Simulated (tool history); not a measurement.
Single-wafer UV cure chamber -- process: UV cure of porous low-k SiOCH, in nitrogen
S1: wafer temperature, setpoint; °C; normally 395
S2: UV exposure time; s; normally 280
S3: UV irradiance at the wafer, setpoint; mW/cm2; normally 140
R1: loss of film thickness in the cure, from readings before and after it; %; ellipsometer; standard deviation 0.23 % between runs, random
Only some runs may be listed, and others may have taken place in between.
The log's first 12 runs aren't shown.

| run | day | S1 | S2 | S3 | R1 |
|---|---|---|---|---|---|
| 13 | 23.383 | 395 | 280 | 140 | 14.643 |
| 14 | 25.133 | 395 | 280 | 140 | 15.131 |
| 15 | 26.333 | 395 | 280 | 140 | 15.234 |
| 16 | 27.946 | 395 | 280 | 140 | 15.158 |
|  | 32.596 | quartz window cleaned |
| 17 | 32.617 | 395 | 185 | 120 | 11.965 |
| 18 | 35.108 | 407 | 280 | 140 | 14.937 |
| 19 | 36.221 | 395 | 280 | 140 | 14.803 |
| 20 | 38.083 | 403 | 360 | 140 | 16.106 |
| 21 | 40.85 | 386 | 145 | 140 | 10.922 |
| 22 | 42.425 | 395 | 120 | 140 | 10.134 |
| 23 | 43.538 | 383 | 280 | 108 | 12.977 |
|  | 44.092 | quartz window cleaned |
| 24 | 46.162 | 403 | 235 | 153 | 14.071 |
| 25 | 47.433 | 395 | 165 | 140 | 11.629 |
|  | 49.183 | UV bulbs replaced |
| 26 | 50.242 | 406 | 280 | 152 | 17.503 |
| 27 | 51.783 | 395 | 280 | 140 | 16.433 |
| 28 | 54.362 | 376 | 385 | 173 | 18.583 |

Run 29, settings as shown, results not yet in. Your forecast:
|  | 56.712 | quartz window cleaned |
| 29 | 57.046 | 395 | 445 | 106 | ? |

{"run 29": {"R1": 17.228}}
Take away the tool's hidden state, keep the run-to-run variation as it was, and the same run would have given R1 17.474 %.
